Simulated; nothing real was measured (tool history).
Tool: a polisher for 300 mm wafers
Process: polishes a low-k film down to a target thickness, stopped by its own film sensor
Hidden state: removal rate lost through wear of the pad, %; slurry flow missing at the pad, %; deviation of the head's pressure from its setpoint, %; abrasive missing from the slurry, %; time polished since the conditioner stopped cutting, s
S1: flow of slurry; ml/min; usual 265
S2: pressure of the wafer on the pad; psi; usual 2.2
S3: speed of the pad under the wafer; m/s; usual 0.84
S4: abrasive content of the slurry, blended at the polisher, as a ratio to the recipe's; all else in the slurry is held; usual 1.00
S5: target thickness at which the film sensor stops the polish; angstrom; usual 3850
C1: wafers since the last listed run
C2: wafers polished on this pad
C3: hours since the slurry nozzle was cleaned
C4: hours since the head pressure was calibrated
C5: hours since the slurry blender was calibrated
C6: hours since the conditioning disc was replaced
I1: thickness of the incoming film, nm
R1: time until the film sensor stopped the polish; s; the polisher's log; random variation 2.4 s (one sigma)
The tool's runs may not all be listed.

| run | day | S1 | S2 | S3 | S4 | S5 | C1 | C2 | C3 | C4 | C5 | C6 | I1 | R1 |
|---|---|---|---|---|---|---|---|---|---|---|---|---|---|---|
| 1 | 0.000 | 265 | 2.2 | 0.84 | 1.00 | 3850 | 0 | 1242 | 103.5 | 734.6 | 107.3 | 35.5 | 443.8 | 187.3 |
|  | 0.462 | slurry blender recalibrated |
| 2 | 0.717 | 265 | 2.2 | 0.84 | 1.00 | 3850 | 111 | 1353 | 120.7 | 751.8 | 6.1 | 52.7 | 440.4 | 167.6 |
| 3 | 1.208 | 360 | 2.2 | 0.84 | 1.00 | 3850 | 86 | 1440 | 132.5 | 763.6 | 17.9 | 64.5 | 432.7 | 138.8 |
|  | 1.492 | worn pad replaced by a new one |
| 4 | 2.033 | 350 | 2.9 | 0.84 | 0.80 | 3700 | 115 | 95 | 152.3 | 783.4 | 37.7 | 84.3 | 436.9 | 175.3 |
| 5 | 2.292 | 265 | 2.2 | 0.84 | 1.10 | 3850 | 45 | 140 | 158.5 | 789.6 | 43.9 | 90.5 | 443.7 | 175.1 |
| 6 | 2.592 | 265 | 2.2 | 1.00 | 0.90 | 3900 | 52 | 193 | 165.7 | 796.8 | 51.1 | 97.7 | 437.1 | 129.0 |
| 7 | 3.071 | 265 | 2.2 | 0.64 | 1.10 | 3850 | 84 | 277 | 177.2 | 808.3 | 62.6 | 109.2 | 442.7 | 215.6 |
| 8 | 3.325 | 265 | 2.2 | 0.84 | 0.75 | 3850 | 44 | 321 | 183.3 | 814.4 | 68.7 | 115.3 | 437.3 | 189.3 |
|  | 3.417 | head pressure recalibrated |
| 9 | 3.979 | 265 | 2.2 | 0.84 | 1.00 | 3850 | 100 | 421 | 199.0 | 13.5 | 84.4 | 131.0 | 431.3 | 145.8 |
| 10 | 4.404 | 230 | 2.2 | 0.60 | 0.85 | 3800 | 74 | 496 | 209.2 | 23.7 | 94.6 | 141.2 | 433.6 | 242.4 |
| 11 | 5.138 | 265 | 2.2 | 0.84 | 1.00 | 3850 | 128 | 624 | 226.8 | 41.3 | 112.2 | 158.8 | 446.6 | 203.7 |
|  | 5.646 | slurry blender recalibrated |
| 12 | 5.662 | 265 | 2.2 | 0.84 | 1.00 | 3850 | 77 | 702 | 239.4 | 53.9 | 0.4 | 171.4 | 435.9 | 161.5 |
|  | 5.979 | slurry nozzle cleaned |
| 13 | 6.179 | 265 | 2.2 | 0.84 | 1.00 | 3850 | 83 | 785 | 4.8 | 66.3 | 12.8 | 183.8 | 448.6 | 184.7 |
| 14 | 6.808 | 265 | 2.2 | 0.84 | 1.00 | 3850 | 110 | 895 | 19.9 | 81.4 | 27.9 | 198.9 | 442.7 | 169.2 |
| 15 | 7.212 | 325 | 2.4 | 0.84 | 1.00 | 3850 | 70 | 966 | 29.6 | 91.1 | 37.6 | 208.6 | 439.3 | 149.2 |
| 16 | 7.592 | 300 | 1.7 | 0.94 | 0.85 | 3850 | 66 | 1033 | 38.7 | 100.2 | 46.7 | 217.7 | 441.0 | 198.7 |
| 17 | 8.100 | 265 | 2.2 | 0.70 | 1.30 | 3850 | 89 | 1122 | 50.9 | 112.4 | 58.9 | 229.9 | 439.6 | 175.5 |
|  | 8.762 | worn pad replaced by a new one |
| 18 | 8.808 | 265 | 3.0 | 0.84 | 0.85 | 3850 | 94 | 7 | 67.9 | 129.4 | 75.9 | 246.9 | 440.7 | 143.6 |
| 19 | 9.133 | 180 | 1.8 | 0.84 | 1.00 | 3850 | 56 | 64 | 75.7 | 137.2 | 83.7 | 254.7 | 441.8 | 215.7 |

Forecast run 20:
| 20 | 9.654 | 265 | 2.2 | 0.84 | 1.00 | 3850 | 91 | 156 | 88.2 | 149.7 | 96.2 | 267.2 | 443.1 | ? |

R1: 179.9 s
Without the tool's hidden state the same run would have given R1 166.3 s.
